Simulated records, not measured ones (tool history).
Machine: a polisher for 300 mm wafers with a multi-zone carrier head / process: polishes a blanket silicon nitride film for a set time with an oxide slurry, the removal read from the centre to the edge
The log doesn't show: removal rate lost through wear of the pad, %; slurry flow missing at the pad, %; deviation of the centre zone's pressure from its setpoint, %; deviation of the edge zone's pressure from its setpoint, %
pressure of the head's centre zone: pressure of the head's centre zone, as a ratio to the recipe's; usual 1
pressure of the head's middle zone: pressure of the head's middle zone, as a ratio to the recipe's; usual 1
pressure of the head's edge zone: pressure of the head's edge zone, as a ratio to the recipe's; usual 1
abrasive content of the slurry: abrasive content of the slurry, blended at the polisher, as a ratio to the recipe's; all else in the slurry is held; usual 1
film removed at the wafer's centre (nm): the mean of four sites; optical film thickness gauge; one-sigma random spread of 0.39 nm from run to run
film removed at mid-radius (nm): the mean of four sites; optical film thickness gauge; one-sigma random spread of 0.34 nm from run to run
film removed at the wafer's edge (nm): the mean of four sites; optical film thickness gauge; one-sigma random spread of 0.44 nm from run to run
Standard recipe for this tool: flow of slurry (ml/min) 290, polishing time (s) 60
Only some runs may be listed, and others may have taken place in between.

run   hour  flow of slurry (ml/min)  pressure of the head's centre zone  pressure of the head's middle zone  pressure of the head's edge zone  abrasive content of the slurry  polishing time (s)  wafers since the last listed run  wafers polished on this pad  hours since the slurry nozzle was cleaned  hours since the centre zone pressure was calibrated  hours since the edge zone pressure was calibrated  hours since the carrier head's membrane was replaced  incoming thickness of the incoming film, nm  film removed at the wafer's centre (nm)  film removed at mid-radius (nm)  film removed at the wafer's edge (nm)
  1      0                      225                                   1                                   1                                 1                               1                  60                                 0                         2256                                      540.3                                                709.9                                              810.1                                                  55.6                                        502.1                                     53.1                             53.9                                   54.3
  2   22.2                      290                                   1                                1.03                              0.94                               1                  60                               253                         2510                                      562.5                                                732.1                                              832.3                                                  77.8                                        500.8                                     54.9                             56.7                                   53.1
  3   36.4                      290                                1.09                                1.09                              1.07                             0.8                  60                               162                         2672                                      576.7                                                746.3                                              846.5                                                    92                                        496.9                                     51.7                             51.8                                   49.4
      44.9  -- worn pad replaced by a new one
  4     68                      290                                   1                                   1                                 1                               1                  60                               315                          264                                      608.3                                                777.9                                              878.1                                                 123.6                                        495.9                                     54.2                               55                                   54.8
      81.4  -- edge zone pressure recalibrated
     145.7  -- slurry nozzle cleaned
  5  152.3                      290                                   1                                   1                               1.1                               1                  50                               929                         1193                                        6.6                                                862.2                                               70.9                                                 207.9                                        497.3                                     45.9                             46.6                                     48
  6  184.9                      220                                   1                                   1                                 1                             0.8                  60                               372                         1566                                       39.2                                                894.8                                              103.5                                                 240.5                                        505.6                                       46                             46.5                                   46.9
  7  203.4                      290                                   1                                   1                                 1                               1                  55                               211                         1777                                       57.7                                                913.3                                                122                                                   259                                        494.2                                     49.1                               51                                   50.1
  8  217.7                      290                                   1                                   1                                 1                               1                  80                               163                         1940                                         72                                                927.6                                              136.3                                                 273.3                                        505.7                                     72.7                             73.9                                   74.1
  9  233.8                      290                                   1                                   1                                 1                            0.75                  60                               183                         2124                                       88.1                                                943.7                                              152.4                                                 289.4                                        489.6                                       46                             46.2                                     46
 10  257.3                      190                                   1                                   1                              1.03                               1                  60                               268                         2393                                      111.6                                                967.2                                              175.9                                                 312.9                                        497.1                                     51.8                             52.3                                   54.3
     268.6  -- worn pad replaced by a new one
 11    286                      290                                   1                                0.96                              0.93                               1                  50                               282                          198                                      140.3                                                995.9                                              204.6                                                 341.6                                        498.4                                     45.7                             44.5                                   44.5
     298.7  -- centre zone pressure recalibrated
 12  303.7                      290                                   1                                   1                                 1                               1                  60                               179                          378                                        158                                                    5                                              222.3                                                 359.3                                        492.4                                     54.9                               55                                   55.3
 13  323.7                      290                                1.04                                0.89                                 1                               1                  60                               228                          606                                        178                                                   25                                              242.3                                                 379.3                                        503.1                                     57.2                             50.6                                   55.6
 14  336.1                      290                                   1                                1.11                              0.94                               1                  60                               141                          748                                      190.4                                                 37.4                                              254.7                                                 391.7                                        501.5                                     54.9                             60.2                                   53.2
 15  353.1                      290                                1.12                                   1                                 1                               1                  60                               194                          942                                      207.4                                                 54.4                                              271.7                                                 408.7                                        497.3                                     61.3                             55.1                                   54.5
 16  418.4                      225                                0.94                                   1                                 1                             1.3                  60                               746                         1688                                      272.7                                                119.7                                                337                                                   474                                        490.2                                     56.6                             61.1                                   61.3
 17  441.4                      290                                   1                                   1                                 1                               1                  60                               262                         1951                                      295.7                                                142.7                                                360                                                   497                                        504.6                                     54.3                             55.3                                   55.7
 18  477.4                      290                                   1                                0.91                                 1                               1                  60                               411                         2363                                      331.7                                                178.7                                                396                                                   533                                        495.8                                     54.5                               51                                   54.7
     500.9  -- worn pad replaced by a new one
 19  507.3                      290                                   1                                   1                                 1                            1.25                  72                               295                           73                                      361.6                                                208.6                                              425.9                                                 562.9                                        507.7                                       73                               75                                   74.1
 20  537.7                      290                                   1                                   1                                 1                            1.15                  60                               347                          420                                        392                                                  239                                              456.3                                                 593.3                                        498.7                                     58.3                             59.4                                   59.1
 21  566.9                      385                                1.08                                   1                              1.11                             0.7                  60                               333                          754                                      421.2                                                268.2                                              485.5                                                 622.5                                        490.6                                     47.8                             44.7                                     46

What if the next run were any one of these 5? Each begins from the tool's condition after run 21:
  A  567.3                      290                                   1                                   1                                 1                               1                  60                                 4                          758                                      421.6                                                268.6                                              485.9                                                 622.9                                        498.1                                        ?                                ?                                      ?
  B  567.3                      290                                   1                                1.07                                 1                               1                  81                                 4                          758                                      421.6                                                268.6                                              485.9                                                 622.9                                        498.1                                        ?                                ?                                      ?
  C  567.3                      290                                   1                                   1                                 1                             1.2                  55                                 4                          758                                      421.6                                                268.6                                              485.9                                                 622.9                                        498.1                                        ?                                ?                                      ?
  D  567.3                      325                                0.89                                 0.9                                 1                               1                  60                                 4                          758                                      421.6                                                268.6                                              485.9                                                 622.9                                        498.1                                        ?                                ?                                      ?
  E  567.3                      290                                 1.1                                   1                                 1                               1                  60                                 4                          758                                      421.6                                                268.6                                              485.9                                                 622.9                                        498.1                                        ?                                ?                                      ?

run  film removed at the wafer's centre (nm)  film removed at mid-radius (nm)  film removed at the wafer's edge (nm)
  A                                     55.3                             55.3                                   54.7
  B                                     74.8                             78.9                                   73.8
  C                                     55.7                             55.6                                   55.1
  D                                     49.8                             51.3                                   55.2
  E                                     60.9                             55.2                                   54.7
Stripped of hidden state, with their random variation kept, the same runs would have yielded:
run  film removed at the wafer's centre (nm)  film removed at mid-radius (nm)  film removed at the wafer's edge (nm)
  A                                     55.3                             55.3                                   54.7
  B                                     74.8                             78.9                                   73.8
  C                                     55.7                             55.6                                   55.1
  D                                     49.8                             51.3                                   55.2
  E                                     60.9                             55.2                                   54.7
